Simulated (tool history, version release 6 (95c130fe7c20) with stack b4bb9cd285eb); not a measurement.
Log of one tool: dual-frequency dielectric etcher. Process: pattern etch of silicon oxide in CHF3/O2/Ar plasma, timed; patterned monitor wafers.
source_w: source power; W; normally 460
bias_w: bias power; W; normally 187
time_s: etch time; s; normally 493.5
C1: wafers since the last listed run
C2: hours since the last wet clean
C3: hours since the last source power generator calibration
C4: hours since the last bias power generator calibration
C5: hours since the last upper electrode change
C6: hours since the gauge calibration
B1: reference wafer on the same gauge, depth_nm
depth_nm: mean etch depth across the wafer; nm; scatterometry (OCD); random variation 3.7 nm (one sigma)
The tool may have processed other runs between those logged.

{"run": 1, "day": 0.0, "source_w": 460, "bias_w": 187, "time_s": 493.5, "C1": 0, "C2": 250.8, "C3": 1722, "C4": 3427.6, "C5": 5007.9, "C6": 87.6, "B1": 875.5, "depth_nm": 895.3}
{"run": 2, "day": 1.146, "source_w": 460, "bias_w": 187, "time_s": 552, "C1": 108, "C2": 278.3, "C3": 1749.5, "C4": 3455.1, "C5": 5035.4, "C6": 115.1, "B1": 876.2, "depth_nm": 1005.1}
{"run": 3, "day": 2.383, "source_w": 480, "bias_w": 187, "time_s": 493.5, "C1": 116, "C2": 308, "C3": 1779.2, "C4": 3484.8, "C5": 5065.1, "C6": 144.8, "B1": 876.8, "depth_nm": 909.7}
{"run": 4, "day": 2.938, "source_w": 460, "bias_w": 187, "time_s": 493.5, "C1": 52, "C2": 321.3, "C3": 1792.5, "C4": 3498.1, "C5": 5078.4, "C6": 158.1, "B1": 876.3, "depth_nm": 901}
{"run": 5, "day": 4.379, "source_w": 460, "bias_w": 187, "time_s": 493.5, "C1": 136, "C2": 355.9, "C3": 1827.1, "C4": 3532.7, "C5": 5113, "C6": 192.7, "B1": 876.9, "depth_nm": 899.3}
{"day": 6.167, "done": "wet clean of the chamber"}
{"run": 6, "day": 6.188, "source_w": 460, "bias_w": 187, "time_s": 442.5, "C1": 76, "C2": 0.5, "C3": 1870.5, "C4": 3576.1, "C5": 5156.4, "C6": 236.1, "B1": 876.6, "depth_nm": 805.8}
{"run": 7, "day": 7.046, "source_w": 460, "bias_w": 187, "time_s": 442.5, "C1": 81, "C2": 21.1, "C3": 1891.1, "C4": 3596.7, "C5": 5177, "C6": 256.7, "B1": 874.6, "depth_nm": 808}
{"run": 8, "day": 7.996, "source_w": 460, "bias_w": 187, "time_s": 442.5, "C1": 89, "C2": 43.9, "C3": 1913.9, "C4": 3619.5, "C5": 5199.8, "C6": 279.5, "B1": 876.2, "depth_nm": 806.9}
{"run": 9, "day": 9.0, "source_w": 460, "bias_w": 187, "time_s": 493.5, "C1": 94, "C2": 68, "C3": 1938, "C4": 3643.6, "C5": 5223.9, "C6": 303.6, "B1": 876.5, "depth_nm": 901.6}
{"run": 10, "day": 12.596, "source_w": 460, "bias_w": 187, "time_s": 493.5, "C1": 339, "C2": 154.3, "C3": 2024.3, "C4": 3729.9, "C5": 5310.2, "C6": 389.9, "B1": 875.2, "depth_nm": 891.4}
{"day": 13.325, "done": "gauge calibrated"}
{"run": 11, "day": 14.075, "source_w": 460, "bias_w": 187, "time_s": 493.5, "C1": 139, "C2": 189.8, "C3": 2059.8, "C4": 3765.4, "C5": 5345.7, "C6": 18, "B1": 877.1, "depth_nm": 900.1}
{"day": 15.121, "done": "source power generator calibrated"}
{"day": 15.317, "done": "upper electrode replaced"}
{"run": 12, "day": 15.571, "source_w": 460, "bias_w": 187, "time_s": 493.5, "C1": 107, "C2": 225.7, "C3": 10.8, "C4": 3801.3, "C5": 6.1, "C6": 53.9, "B1": 876, "depth_nm": 892.8}
{"run": 13, "day": 18.292, "source_w": 460, "bias_w": 187, "time_s": 493.5, "C1": 257, "C2": 291, "C3": 76.1, "C4": 3866.6, "C5": 71.4, "C6": 119.2, "B1": 875.1, "depth_nm": 895.5}
{"run": 14, "day": 18.842, "source_w": 460, "bias_w": 187, "time_s": 493.5, "C1": 51, "C2": 304.2, "C3": 89.3, "C4": 3879.8, "C5": 84.6, "C6": 132.4, "B1": 875, "depth_nm": 903.6}
{"run": 15, "day": 19.904, "source_w": 460, "bias_w": 187, "time_s": 587.5, "C1": 100, "C2": 329.7, "C3": 114.8, "C4": 3905.3, "C5": 110.1, "C6": 157.9, "B1": 876.1, "depth_nm": 1071.7}
{"run": 16, "day": 20.562, "source_w": 550, "bias_w": 202, "time_s": 493.5, "C1": 62, "C2": 345.5, "C3": 130.6, "C4": 3921.1, "C5": 125.9, "C6": 173.7, "B1": 876.3, "depth_nm": 974.4}
{"day": 20.942, "done": "bias power generator calibrated"}
{"run": 17, "day": 21.4, "source_w": 460, "bias_w": 187, "time_s": 493.5, "C1": 63, "C2": 365.6, "C3": 150.7, "C4": 11, "C5": 146, "C6": 193.8, "B1": 875.1, "depth_nm": 894.6}
{"run": 18, "day": 22.496, "source_w": 460, "bias_w": 187, "time_s": 493.5, "C1": 103, "C2": 391.9, "C3": 177, "C4": 37.3, "C5": 172.3, "C6": 220.1, "B1": 875.7, "depth_nm": 902.8}
{"run": 19, "day": 23.379, "source_w": 390, "bias_w": 222, "time_s": 382.5, "C1": 83, "C2": 413.1, "C3": 198.2, "C4": 58.5, "C5": 193.5, "C6": 241.3, "B1": 876.5, "depth_nm": 678.4}
{"run": 20, "day": 24.483, "source_w": 500, "bias_w": 144, "time_s": 493.5, "C1": 104, "C2": 439.6, "C3": 224.7, "C4": 85, "C5": 220, "C6": 267.8, "B1": 876.2, "depth_nm": 885.5}
{"run": 21, "day": 25.592, "source_w": 460, "bias_w": 187, "time_s": 493.5, "C1": 104, "C2": 466.2, "C3": 251.3, "C4": 111.6, "C5": 246.6, "C6": 294.4, "B1": 876.3, "depth_nm": 897.8}
{"run": 22, "day": 26.146, "source_w": 460, "bias_w": 224, "time_s": 493.5, "C1": 52, "C2": 479.5, "C3": 264.6, "C4": 124.9, "C5": 259.9, "C6": 307.7, "B1": 875, "depth_nm": 928.4}
{"day": 27.179, "done": "wet clean of the chamber"}
{"run": 23, "day": 27.2, "source_w": 380, "bias_w": 187, "time_s": 594, "C1": 5, "C2": 0.5, "C3": 289.9, "C4": 150.2, "C5": 285.2, "C6": 333, "B1": 875.1, "depth_nm": 1023.9}
{"run": 24, "day": 28.104, "source_w": 460, "bias_w": 187, "time_s": 493.5, "C1": 85, "C2": 22.2, "C3": 311.6, "C4": 171.9, "C5": 306.9, "C6": 354.7, "B1": 876.4, "depth_nm": 894.4}
{"run": 25, "day": 29.588, "source_w": 460, "bias_w": 187, "time_s": 493.5, "C1": 140, "C2": 57.8, "C3": 347.2, "C4": 207.5, "C5": 342.5, "C6": 390.3, "B1": 875.8, "depth_nm": 898.4}
{"run": 26, "day": 31.154, "source_w": 460, "bias_w": 187, "time_s": 594.5, "C1": 148, "C2": 95.4, "C3": 384.8, "C4": 245.1, "C5": 380.1, "C6": 427.9, "B1": 875.6, "depth_nm": 1076.1}
{"run": 27, "day": 31.812, "source_w": 510, "bias_w": 161, "time_s": 554, "C1": 62, "C2": 111.2, "C3": 400.6, "C4": 260.9, "C5": 395.9, "C6": 443.7, "B1": 875.9, "depth_nm": 1024.7}
{"day": 31.975, "done": "gauge calibrated"}
{"run": 28, "day": 32.725, "source_w": 460, "bias_w": 187, "time_s": 493.5, "C1": 86, "C2": 133.1, "C3": 422.5, "C4": 282.8, "C5": 417.8, "C6": 18, "B1": 876.7, "depth_nm": 893.3}
{"run": 29, "day": 33.996, "source_w": 460, "bias_w": 227, "time_s": 416, "C1": 120, "C2": 163.6, "C3": 453, "C4": 313.3, "C5": 448.3, "C6": 48.5, "B1": 875.9, "depth_nm": 787}
{"run": 30, "day": 35.346, "source_w": 410, "bias_w": 157, "time_s": 398.5, "C1": 127, "C2": 196, "C3": 485.4, "C4": 345.7, "C5": 480.7, "C6": 80.9, "B1": 876.4, "depth_nm": 678.5}

Each row is a separate what-if for the run after 30, all from the same tool condition, not one after another. Results?
{"run": "A", "day": 35.371, "source_w": 370, "bias_w": 187, "time_s": 493.5, "C1": 2, "C2": 196.6, "C3": 486, "C4": 346.3, "C5": 481.3, "C6": 81.5, "B1": "?", "depth_nm": "?"}
{"run": "B", "day": 35.371, "source_w": 410, "bias_w": 187, "time_s": 493.5, "C1": 2, "C2": 196.6, "C3": 486, "C4": 346.3, "C5": 481.3, "C6": 81.5, "B1": "?", "depth_nm": "?"}
{"run": "C", "day": 35.371, "source_w": 520, "bias_w": 230, "time_s": 551.5, "C1": 2, "C2": 196.6, "C3": 486, "C4": 346.3, "C5": 481.3, "C6": 81.5, "B1": "?", "depth_nm": "?"}
{"run": "D", "day": 35.371, "source_w": 580, "bias_w": 224, "time_s": 360, "C1": 2, "C2": 196.6, "C3": 486, "C4": 346.3, "C5": 481.3, "C6": 81.5, "B1": "?", "depth_nm": "?"}

run=A B1=875.8 depth_nm=834.1
run=B B1=875.8 depth_nm=863.3
run=C B1=875.8 depth_nm=1088.4
run=D B1=875.8 depth_nm=733.9
With no hidden state in the tool, these same runs would have given:
run=A depth_nm=834.1
run=B depth_nm=863.3
run=C depth_nm=1088.4
run=D depth_nm=733.9

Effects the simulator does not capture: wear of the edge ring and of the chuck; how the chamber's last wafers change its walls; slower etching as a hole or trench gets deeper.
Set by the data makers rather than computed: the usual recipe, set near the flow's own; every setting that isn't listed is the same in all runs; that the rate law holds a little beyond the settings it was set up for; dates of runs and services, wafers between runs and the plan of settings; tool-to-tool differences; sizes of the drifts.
